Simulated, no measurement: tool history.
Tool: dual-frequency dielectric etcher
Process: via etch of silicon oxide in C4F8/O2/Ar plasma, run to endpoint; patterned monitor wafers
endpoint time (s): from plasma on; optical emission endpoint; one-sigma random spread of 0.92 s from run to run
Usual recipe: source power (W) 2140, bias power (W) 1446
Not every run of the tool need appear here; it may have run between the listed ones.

run	hour	source power (W)	bias power (W)	incoming incoming film thickness, nm	endpoint time (s)
1	0.0	2490	1446	1538.9	282.4
2	29.0	2140	1446	1545.6	307.6
3	54.7	2140	1446	1545.2	306.4
4	87.8	2140	1446	1559.5	311.3
5	99.9	2140	1446	1551.8	308.7
6	179.0	2140	1446	1568.2	312.2
7	222.9	2140	1211	1563.6	325.2
# hour 247.9: upper electrode replaced
8	311.8	2140	1604	1570.2	305.6
# hour 331.3: bias power generator calibrated
9	345.8	2140	1446	1552.2	310.4
10	372.3	2140	1446	1548.0	310.3
11	388.6	2140	1446	1554.2	312.2
12	410.9	2140	1446	1549.9	312.7
13	442.8	2520	1446	1554.2	289.6
14	478.7	2590	1601	1562.1	278.2
# hour 519.3: wet clean of the chamber
15	519.8	2140	1446	1558.9	309.3
# hour 541.3: source power generator calibrated
16	541.9	2140	1446	1557.0	306.6
17	567.3	1880	1783	1556.1	315.1
18	581.3	2140	1446	1564.6	310.5
19	616.5	1620	1321	1562.2	369.0
20	633.1	1660	1719	1547.2	336.8
21	668.9	1650	1117	1554.1	375.2
22	686.8	2000	1566	1546.5	312.7
23	700.7	2140	1446	1548.2	306.9
24	729.6	2500	1240	1553.7	294.7
25	746.0	1980	1172	1562.1	339.3
26	758.1	2630	1446	1553.1	277.7

State the hidden condition of the tool at each of the runs:
source power that arrives over what is set, %: 0, the same for each run
bias power that arrives over what is set, %: 0, the same for each run
H1: etch rate over this chamber's usual, %
run	H1
1	-0.254
2	-0.351
3	-0.438
4	-0.549
5	-0.59
6	-0.856
7	-1
8	-1.3
9	-1.42
10	-1.51
11	-1.56
12	-1.64
13	-1.74
14	-1.86
15	0.0261
16	-0.0483
17	-0.134
18	-0.181
19	-0.299
20	-0.355
21	-0.476
22	-0.536
23	-0.583
24	-0.68
25	-0.735
26	-0.776

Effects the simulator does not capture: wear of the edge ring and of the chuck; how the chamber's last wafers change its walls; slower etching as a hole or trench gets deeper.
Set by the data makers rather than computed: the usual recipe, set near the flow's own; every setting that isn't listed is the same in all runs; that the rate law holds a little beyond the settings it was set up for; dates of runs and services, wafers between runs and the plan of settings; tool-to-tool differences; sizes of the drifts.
